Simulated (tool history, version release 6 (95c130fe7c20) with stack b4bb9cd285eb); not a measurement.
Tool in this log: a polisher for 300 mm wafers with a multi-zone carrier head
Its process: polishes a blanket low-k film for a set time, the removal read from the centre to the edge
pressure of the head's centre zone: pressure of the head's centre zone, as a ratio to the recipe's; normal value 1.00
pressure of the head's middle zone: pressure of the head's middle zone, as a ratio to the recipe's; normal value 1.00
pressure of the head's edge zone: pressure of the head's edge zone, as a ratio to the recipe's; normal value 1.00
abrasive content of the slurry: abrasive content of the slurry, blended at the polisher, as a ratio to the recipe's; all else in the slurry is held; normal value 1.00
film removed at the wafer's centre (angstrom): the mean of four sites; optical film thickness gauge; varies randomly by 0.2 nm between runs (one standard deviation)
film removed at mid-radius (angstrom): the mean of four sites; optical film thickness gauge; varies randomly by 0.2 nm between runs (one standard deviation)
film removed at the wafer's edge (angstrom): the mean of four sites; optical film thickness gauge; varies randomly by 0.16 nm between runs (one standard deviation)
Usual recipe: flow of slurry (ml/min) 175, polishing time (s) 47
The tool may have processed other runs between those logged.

run	day	flow of slurry (ml/min)	pressure of the head's centre zone	pressure of the head's middle zone	pressure of the head's edge zone	abrasive content of the slurry	polishing time (s)	wafers since the last listed run	wafers polished on this pad	hours since the slurry nozzle was cleaned	hours since the centre zone pressure was calibrated	hours since the edge zone pressure was calibrated	hours since the carrier head's membrane was replaced	incoming thickness of the incoming film, nm	film removed at the wafer's centre (angstrom)	film removed at mid-radius (angstrom)	film removed at the wafer's edge (angstrom)
1	0.000	175	1.00	1.00	1.00	1.00	47	0	1582	290.1	590.8	602.2	255.6	627.3	214	200	195
2	2.704	175	1.00	1.00	1.00	1.00	47	743	2325	355.0	655.7	667.1	320.5	628.4	218	200	196
# day 4.175: slurry nozzle cleaned
3	5.333	175	0.92	1.00	1.00	1.00	47	711	3037	27.8	718.8	730.2	383.6	631.2	196	196	200
# day 7.512: worn pad replaced by a new one
# day 7.921: centre zone pressure recalibrated
4	8.050	175	1.00	0.96	1.10	1.00	38	678	124	93.0	3.1	795.4	448.8	624.8	157	156	169
5	9.921	140	1.00	1.00	1.00	1.00	47	514	638	137.9	48.0	840.3	493.7	635.1	184	185	190
6	11.342	215	0.90	1.00	1.00	1.30	56	390	1029	172.0	82.1	874.4	527.8	620.8	259	284	281
# day 12.550: edge zone pressure recalibrated
7	13.217	175	1.00	1.08	0.93	0.80	41	492	1521	217.0	127.1	16.0	572.8	630.5	144	151	135
8	14.692	175	1.00	1.00	1.00	1.00	47	405	1927	252.4	162.5	51.4	608.2	628.0	201	197	198
9	15.883	225	1.00	0.93	1.00	1.00	40	327	2254	281.0	191.1	80.0	636.8	623.5	180	165	174
# day 18.246: slurry nozzle cleaned
10	18.362	215	1.10	0.89	1.00	1.15	47	670	2924	2.8	250.6	139.5	696.3	633.5	250	207	224
11	20.333	175	1.00	1.00	1.00	1.00	47	541	3466	50.1	297.9	186.8	743.6	629.8	200	197	195
12	22.208	175	1.00	0.92	1.00	1.10	47	515	3982	95.1	342.9	231.8	788.6	628.9	220	196	212
# day 23.846: worn pad replaced by a new one
13	23.904	175	0.95	1.00	1.00	1.00	47	420	16	135.8	383.6	272.5	829.3	630.7	195	194	195
14	25.879	175	1.08	1.00	1.00	1.00	47	542	559	183.2	431.0	319.9	876.7	628.2	222	195	200
15	28.267	175	1.00	1.00	1.00	1.00	39	656	1215	240.5	488.3	377.2	934.0	632.8	171	165	164
16	29.650	175	1.00	1.00	1.00	1.00	47	380	1595	273.7	521.5	410.4	967.2	632.3	211	194	199
# day 31.054: slurry nozzle cleaned
17	32.250	135	1.00	1.00	1.00	1.00	47	703	2298	28.7	583.9	472.8	1029.6	627.7	197	189	189
18	34.071	175	1.09	1.00	1.00	1.00	47	500	2799	72.4	627.6	516.5	1073.3	626.7	224	200	199
19	36.371	175	1.00	1.03	1.00	0.85	56	632	3431	127.6	682.8	571.7	1128.5	638.7	220	211	209
20	38.625	175	1.00	0.92	1.11	1.15	47	619	4051	181.7	736.9	625.8	1182.6	632.8	229	199	228
21	39.783	175	1.11	1.07	1.00	1.00	47	318	4369	209.5	764.7	653.6	1210.4	640.5	230	207	198

Predict each of these 5 candidate next runs independently; none follows another, all start after run 21:
A	39.800	175	1.00	1.00	1.00	1.00	47	4	4374	209.9	765.1	654.0	1210.8	627.2	?	?	?
B	39.800	175	1.00	1.00	1.00	1.00	34	4	4374	209.9	765.1	654.0	1210.8	627.2	?	?	?
C	39.800	150	1.12	1.08	1.00	1.00	47	4	4374	209.9	765.1	654.0	1210.8	627.2	?	?	?
D	39.800	175	1.00	0.97	1.00	1.00	47	4	4374	209.9	765.1	654.0	1210.8	627.2	?	?	?
E	39.800	175	1.00	1.00	1.00	1.15	47	4	4374	209.9	765.1	654.0	1210.8	627.2	?	?	?

run	film removed at the wafer's centre (angstrom)	film removed at mid-radius (angstrom)	film removed at the wafer's edge (angstrom)
A	210	201	197
B	152	145	142
C	227	208	192
D	210	196	197
E	230	220	216
What these runs would have given with no unlogged condition in the tool:
run	film removed at the wafer's centre (angstrom)	film removed at mid-radius (angstrom)	film removed at the wafer's edge (angstrom)
A	195	201	197
B	141	146	142
C	211	208	192
D	195	196	197
E	214	220	216
